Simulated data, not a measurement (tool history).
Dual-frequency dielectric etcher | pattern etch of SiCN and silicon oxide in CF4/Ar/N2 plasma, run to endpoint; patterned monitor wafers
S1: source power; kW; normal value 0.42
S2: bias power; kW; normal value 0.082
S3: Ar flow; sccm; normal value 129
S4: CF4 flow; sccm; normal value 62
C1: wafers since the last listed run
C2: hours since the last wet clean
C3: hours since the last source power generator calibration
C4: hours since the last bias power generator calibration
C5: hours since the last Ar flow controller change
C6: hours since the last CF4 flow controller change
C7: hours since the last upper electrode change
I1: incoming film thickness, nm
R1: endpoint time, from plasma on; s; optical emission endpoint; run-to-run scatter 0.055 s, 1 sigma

Run 1, hour 0: usual settings; C1 0; C2 624.7; C3 3711.5; C4 1484.9; C5 5159.9; C6 2337.1; C7 2951.1; I1 15.05. Result: R1 17.4 s.
Run 2, hour 68.7: usual settings; C1 1117; C2 693.4; C3 3780.2; C4 1553.6; C5 5228.6; C6 2405.8; C7 3019.8; I1 14.92. Result: R1 17.2 s.
At hour 94.3: wet clean of the chamber.
Run 3, hour 168.9: usual settings; C1 1239; C2 74.6; C3 3880.4; C4 1653.8; C5 5328.8; C6 2506; C7 3120; I1 15.15. Result: R1 18.2 s.
Run 4, hour 267.9: usual settings but S2 0.074 kW, S4 69 sccm; C1 1610; C2 173.6; C3 3979.4; C4 1752.8; C5 5427.8; C6 2605; C7 3219; I1 15.03. Result: R1 18.2 s.
Run 5, hour 348.5: usual settings but S2 0.074 kW, S4 69 sccm; C1 1311; C2 254.2; C3 4060; C4 1833.4; C5 5508.4; C6 2685.6; C7 3299.6; I1 15.09. Result: R1 18.2 s.
Run 6, hour 406.2: usual settings but S2 0.074 kW, S4 69 sccm; C1 938; C2 311.9; C3 4117.7; C4 1891.1; C5 5566.1; C6 2743.3; C7 3357.3; I1 15.17. Result: R1 18.2 s.
Run 7, hour 453.9: usual settings; C1 776; C2 359.6; C3 4165.4; C4 1938.8; C5 5613.8; C6 2791; C7 3405; I1 15.06. Result: R1 17.6 s.
Run 8, hour 516.3: usual settings; C1 1015; C2 422; C3 4227.8; C4 2001.2; C5 5676.2; C6 2853.4; C7 3467.4; I1 14.99. Result: R1 17.6 s.
Run 9, hour 611.2: usual settings; C1 1544; C2 516.9; C3 4322.7; C4 2096.1; C5 5771.1; C6 2948.3; C7 3562.3; I1 15.11. Result: R1 17.6 s.
At hour 666.1: upper electrode replaced.
Run 10, hour 679.3: usual settings but S1 0.35 kW; C1 717; C2 585; C3 4390.8; C4 2164.2; C5 5839.2; C6 3016.4; C7 13.2; I1 15.06. Result: R1 19.1 s.
At hour 690.6: CF4 flow controller replaced.
Run 11, hour 763.9: usual settings but S1 0.35 kW; C1 1278; C2 669.6; C3 4475.4; C4 2248.8; C5 5923.8; C6 73.3; C7 97.8; I1 14.94. Result: R1 19 s.
At hour 826.9: wet clean of the chamber.
At hour 856.4: source power generator calibrated.
Run 12, hour 861.1: usual settings but S2 0.095 kW; C1 1125; C2 34.2; C3 4.7; C4 2346; C5 6021; C6 170.5; C7 195; I1 15.08. Result: R1 17.1 s.
Run 13, hour 912: usual settings; C1 828; C2 85.1; C3 55.6; C4 2396.9; C5 6071.9; C6 221.4; C7 245.9; I1 15.14. Result: R1 18 s.
Run 14, hour 1010.1: usual settings but S2 0.088 kW, S3 115 sccm, S4 77 sccm; C1 1596; C2 183.2; C3 153.7; C4 2495; C5 6170; C6 319.5; C7 344; I1 15.3. Result: R1 16.7 s.
Run 15, hour 1047.7: usual settings but S1 0.47 kW, S3 151 sccm; C1 611; C2 220.8; C3 191.3; C4 2532.6; C5 6207.6; C6 357.1; C7 381.6; I1 15.1. Result: R1 17.3 s.
Run 16, hour 1103.6: usual settings; C1 909; C2 276.7; C3 247.2; C4 2588.5; C5 6263.5; C6 413; C7 437.5; I1 15.14. Result: R1 17.9 s.
Run 17, hour 1162.4: usual settings; C1 956; C2 335.5; C3 306; C4 2647.3; C5 6322.3; C6 471.8; C7 496.3; I1 15.1. Result: R1 17.7 s.
At hour 1174: bias power generator calibrated.
Run 18, hour 1226: usual settings but S4 47 sccm; C1 969; C2 399.1; C3 369.6; C4 52; C5 6385.9; C6 535.4; C7 559.9; I1 15.04. Result: R1 19.1 s.
Run 19, hour 1266.4: usual settings but S1 0.36 kW, S2 0.064 kW, S3 99 sccm; C1 657; C2 439.5; C3 410; C4 92.4; C5 6426.3; C6 575.8; C7 600.3; I1 15.31. Result: R1 20.5 s.
At hour 1312.6: Ar flow controller replaced.
Run 20, hour 1351.1: usual settings; C1 1280; C2 524.2; C3 494.7; C4 177.1; C5 38.5; C6 660.5; C7 685; I1 15.19. Result: R1 17.9 s.
At hour 1449.2: wet clean of the chamber.
Run 21, hour 1455.7: usual settings but S1 0.46 kW, S2 0.093 kW, S3 140 sccm; C1 1311; C2 6.5; C3 599.3; C4 281.7; C5 143.1; C6 765.1; C7 789.6; I1 15.18. Result: R1 17 s.
Run 22, hour 1509.2: usual settings but S2 0.092 kW, S3 111 sccm; C1 870; C2 60; C3 652.8; C4 335.2; C5 196.6; C6 818.6; C7 843.1; I1 15.15. Result: R1 17.2 s.
Run 23, hour 1585.2: usual settings but S1 0.52 kW, S2 0.094 kW; C1 1236; C2 136; C3 728.8; C4 411.2; C5 272.6; C6 894.6; C7 919.1; I1 15.12. Result: R1 15.4 s.
Run 24, hour 1675.2: usual settings; C1 1464; C2 226; C3 818.8; C4 501.2; C5 362.6; C6 984.6; C7 1009.1; I1 15.2. Result: R1 18.1 s.
Run 25, hour 1755.5: usual settings but S1 0.35 kW, S3 121 sccm; C1 1306; C2 306.3; C3 899.1; C4 581.5; C5 442.9; C6 1064.9; C7 1089.4; I1 15.03. Result: R1 19.4 s.

For some of the steps in R1 from one run to the next: how much would appear even if the tool had no hidden state, given the settings, what came in and random variation, and how much remains for the hidden state plus any gauge scatter that the measured result and the result without hidden state don't share?
Hidden conditions of the tool in this case: etch rate over this chamber's usual, %; source power that arrives over what is set, %; bias power that arrives over what is set, %; Ar flow that arrives over what is set, %; CF4 flow that arrives over what is set, %.
Run 2 -> 3: wet clean of the chamber. R1 +1 s: hidden state +0.7, all else +0.3.
Run 11 -> 12: S1 0.35 -> 0.42, S2 0.082 -> 0.095, wet clean of the chamber, source power generator calibrated. R1 -1.9 s: hidden state +0.8, all else -2.7.
Run 19 -> 20: S1 0.36 -> 0.42, S2 0.064 -> 0.082, S3 99 -> 129, Ar flow controller replaced. R1 -2.6 s: hidden state +0, all else -2.6.
Run 23 -> 24: S1 0.52 -> 0.42, S2 0.094 -> 0.082. R1 +2.7 s: hidden state -0.2, all else +2.9.
